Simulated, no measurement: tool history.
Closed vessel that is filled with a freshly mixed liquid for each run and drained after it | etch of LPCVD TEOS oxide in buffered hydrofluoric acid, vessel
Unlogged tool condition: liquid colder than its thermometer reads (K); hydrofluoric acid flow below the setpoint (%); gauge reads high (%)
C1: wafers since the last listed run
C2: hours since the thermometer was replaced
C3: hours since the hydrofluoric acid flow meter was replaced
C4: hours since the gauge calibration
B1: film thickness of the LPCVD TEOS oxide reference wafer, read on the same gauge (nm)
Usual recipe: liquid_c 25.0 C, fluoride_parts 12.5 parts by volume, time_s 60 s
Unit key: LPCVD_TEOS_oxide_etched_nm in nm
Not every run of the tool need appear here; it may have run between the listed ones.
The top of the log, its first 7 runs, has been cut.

{"run": 8, "hour": 384.5, "liquid_c": 25.0, "fluoride_parts": 12.5, "time_s": 60, "C1": 6126, "C2": 543.6, "C3": 1614.5, "C4": 1995.6, "B1": 59.98, "LPCVD_TEOS_oxide_etched_nm": 80.29}
{"run": 9, "hour": 453.0, "liquid_c": 25.0, "fluoride_parts": 12.5, "time_s": 60, "C1": 6426, "C2": 612.1, "C3": 1683.0, "C4": 2064.1, "B1": 59.99, "LPCVD_TEOS_oxide_etched_nm": 80.3}
{"run": 10, "hour": 496.6, "liquid_c": 22.0, "fluoride_parts": 12.5, "time_s": 60, "C1": 4090, "C2": 655.7, "C3": 1726.6, "C4": 2107.7, "B1": 59.99, "LPCVD_TEOS_oxide_etched_nm": 68.15}
{"run": 11, "hour": 539.7, "liquid_c": 22.0, "fluoride_parts": 12.5, "time_s": 60, "C1": 4043, "C2": 698.8, "C3": 1769.7, "C4": 2150.8, "B1": 60.0, "LPCVD_TEOS_oxide_etched_nm": 68.07}
{"run": 12, "hour": 578.0, "liquid_c": 21.5, "fluoride_parts": 12.5, "time_s": 60, "C1": 3593, "C2": 737.1, "C3": 1808.0, "C4": 2189.1, "B1": 59.99, "LPCVD_TEOS_oxide_etched_nm": 65.67}
{"run": 13, "hour": 672.3, "liquid_c": 21.5, "fluoride_parts": 12.5, "time_s": 60, "C1": 8847, "C2": 831.4, "C3": 1902.3, "C4": 2283.4, "B1": 60.0, "LPCVD_TEOS_oxide_etched_nm": 66.32}
{"hour": 676.2, "done": "gauge calibrated"}
{"run": 14, "hour": 706.2, "liquid_c": 21.5, "fluoride_parts": 12.5, "time_s": 60, "C1": 3180, "C2": 865.3, "C3": 1936.2, "C4": 30.0, "B1": 60.01, "LPCVD_TEOS_oxide_etched_nm": 66.2}
{"run": 15, "hour": 760.4, "liquid_c": 23.5, "fluoride_parts": 12.5, "time_s": 60, "C1": 5085, "C2": 919.5, "C3": 1990.4, "C4": 84.2, "B1": 60.03, "LPCVD_TEOS_oxide_etched_nm": 73.4}
{"run": 16, "hour": 791.3, "liquid_c": 22.5, "fluoride_parts": 15.0, "time_s": 80, "C1": 2899, "C2": 950.4, "C3": 2021.3, "C4": 115.1, "B1": 59.98, "LPCVD_TEOS_oxide_etched_nm": 77.47}
{"run": 17, "hour": 849.4, "liquid_c": 25.0, "fluoride_parts": 12.5, "time_s": 40, "C1": 5450, "C2": 1008.5, "C3": 2079.4, "C4": 173.2, "B1": 59.99, "LPCVD_TEOS_oxide_etched_nm": 52.87}
{"run": 18, "hour": 912.2, "liquid_c": 22.5, "fluoride_parts": 9.5, "time_s": 70, "C1": 5891, "C2": 1071.3, "C3": 2142.2, "C4": 236.0, "B1": 60.01, "LPCVD_TEOS_oxide_etched_nm": 103.29}
{"run": 19, "hour": 955.4, "liquid_c": 21.5, "fluoride_parts": 12.5, "time_s": 60, "C1": 4052, "C2": 1114.5, "C3": 2185.4, "C4": 279.2, "B1": 60.0, "LPCVD_TEOS_oxide_etched_nm": 66.19}
{"run": 20, "hour": 1004.3, "liquid_c": 25.0, "fluoride_parts": 14.5, "time_s": 60, "C1": 4587, "C2": 1163.4, "C3": 2234.3, "C4": 328.1, "B1": 60.0, "LPCVD_TEOS_oxide_etched_nm": 68.88}
{"run": 21, "hour": 1052.0, "liquid_c": 25.0, "fluoride_parts": 15.5, "time_s": 35, "C1": 4475, "C2": 1211.1, "C3": 2282.0, "C4": 375.8, "B1": 59.99, "LPCVD_TEOS_oxide_etched_nm": 37.65}
{"run": 22, "hour": 1101.8, "liquid_c": 25.0, "fluoride_parts": 12.5, "time_s": 60, "C1": 4672, "C2": 1260.9, "C3": 2331.8, "C4": 425.6, "B1": 60.0, "LPCVD_TEOS_oxide_etched_nm": 78.39}
{"hour": 1138.2, "done": "hydrofluoric acid flow meter replaced"}
{"run": 23, "hour": 1150.2, "liquid_c": 25.0, "fluoride_parts": 12.5, "time_s": 60, "C1": 4447, "C2": 1309.3, "C3": 12.0, "C4": 474.0, "B1": 60.0, "LPCVD_TEOS_oxide_etched_nm": 78.94}
{"run": 24, "hour": 1207.8, "liquid_c": 25.0, "fluoride_parts": 10.5, "time_s": 60, "C1": 5403, "C2": 1366.9, "C3": 69.6, "C4": 531.6, "B1": 59.99, "LPCVD_TEOS_oxide_etched_nm": 93.53}
{"hour": 1213.0, "done": "thermometer replaced"}
{"run": 25, "hour": 1263.6, "liquid_c": 29.5, "fluoride_parts": 14.5, "time_s": 50, "C1": 5141, "C2": 50.6, "C3": 125.4, "C4": 587.4, "B1": 60.02, "LPCVD_TEOS_oxide_etched_nm": 74.59}
{"run": 26, "hour": 1307.3, "liquid_c": 21.0, "fluoride_parts": 15.0, "time_s": 85, "C1": 4099, "C2": 94.3, "C3": 169.1, "C4": 631.1, "B1": 60.01, "LPCVD_TEOS_oxide_etched_nm": 77.85}
{"run": 27, "hour": 1355.6, "liquid_c": 21.5, "fluoride_parts": 12.5, "time_s": 60, "C1": 4531, "C2": 142.6, "C3": 217.4, "C4": 679.4, "B1": 60.02, "LPCVD_TEOS_oxide_etched_nm": 66.75}
{"run": 28, "hour": 1449.5, "liquid_c": 27.0, "fluoride_parts": 12.5, "time_s": 85, "C1": 8809, "C2": 236.5, "C3": 311.3, "C4": 773.3, "B1": 60.0, "LPCVD_TEOS_oxide_etched_nm": 128.24}
{"run": 29, "hour": 1492.7, "liquid_c": 25.0, "fluoride_parts": 12.5, "time_s": 60, "C1": 4052, "C2": 279.7, "C3": 354.5, "C4": 816.5, "B1": 60.02, "LPCVD_TEOS_oxide_etched_nm": 81.0}
{"run": 30, "hour": 1552.4, "liquid_c": 22.0, "fluoride_parts": 12.5, "time_s": 60, "C1": 5601, "C2": 339.4, "C3": 414.2, "C4": 876.2, "B1": 60.0, "LPCVD_TEOS_oxide_etched_nm": 69.22}
{"run": 31, "hour": 1669.1, "liquid_c": 25.0, "fluoride_parts": 12.5, "time_s": 60, "C1": 10948, "C2": 456.1, "C3": 530.9, "C4": 992.9, "B1": 60.01, "LPCVD_TEOS_oxide_etched_nm": 80.97}
{"run": 32, "hour": 1694.2, "liquid_c": 27.0, "fluoride_parts": 12.5, "time_s": 45, "C1": 2354, "C2": 481.2, "C3": 556.0, "C4": 1018.0, "B1": 59.99, "LPCVD_TEOS_oxide_etched_nm": 67.49}

Forecast each of these 5 alternatives for the next run:
{"run": "A", "hour": 1694.9, "liquid_c": 20.5, "fluoride_parts": 12.5, "time_s": 60, "C1": 65, "C2": 481.9, "C3": 556.7, "C4": 1018.7, "B1": "?", "LPCVD_TEOS_oxide_etched_nm": "?"}
{"run": "B", "hour": 1694.9, "liquid_c": 25.0, "fluoride_parts": 9.0, "time_s": 60, "C1": 65, "C2": 481.9, "C3": 556.7, "C4": 1018.7, "B1": "?", "LPCVD_TEOS_oxide_etched_nm": "?"}
{"run": "C", "hour": 1694.9, "liquid_c": 25.0, "fluoride_parts": 12.5, "time_s": 70, "C1": 65, "C2": 481.9, "C3": 556.7, "C4": 1018.7, "B1": "?", "LPCVD_TEOS_oxide_etched_nm": "?"}
{"run": "D", "hour": 1694.9, "liquid_c": 21.0, "fluoride_parts": 12.5, "time_s": 60, "C1": 65, "C2": 481.9, "C3": 556.7, "C4": 1018.7, "B1": "?", "LPCVD_TEOS_oxide_etched_nm": "?"}
{"run": "E", "hour": 1694.9, "liquid_c": 23.0, "fluoride_parts": 12.5, "time_s": 60, "C1": 65, "C2": 481.9, "C3": 556.7, "C4": 1018.7, "B1": "?", "LPCVD_TEOS_oxide_etched_nm": "?"}

run=A B1=59.99 LPCVD_TEOS_oxide_etched_nm=62.81
run=B B1=59.99 LPCVD_TEOS_oxide_etched_nm=106.89
run=C B1=59.99 LPCVD_TEOS_oxide_etched_nm=93.89
run=D B1=59.99 LPCVD_TEOS_oxide_etched_nm=64.58
run=E B1=59.99 LPCVD_TEOS_oxide_etched_nm=72.14
Without the tool's hidden state the same runs would have given:
run=A LPCVD_TEOS_oxide_etched_nm=63.51
run=B LPCVD_TEOS_oxide_etched_nm=108.06
run=C LPCVD_TEOS_oxide_etched_nm=94.91
run=D LPCVD_TEOS_oxide_etched_nm=65.31
run=E LPCVD_TEOS_oxide_etched_nm=72.94
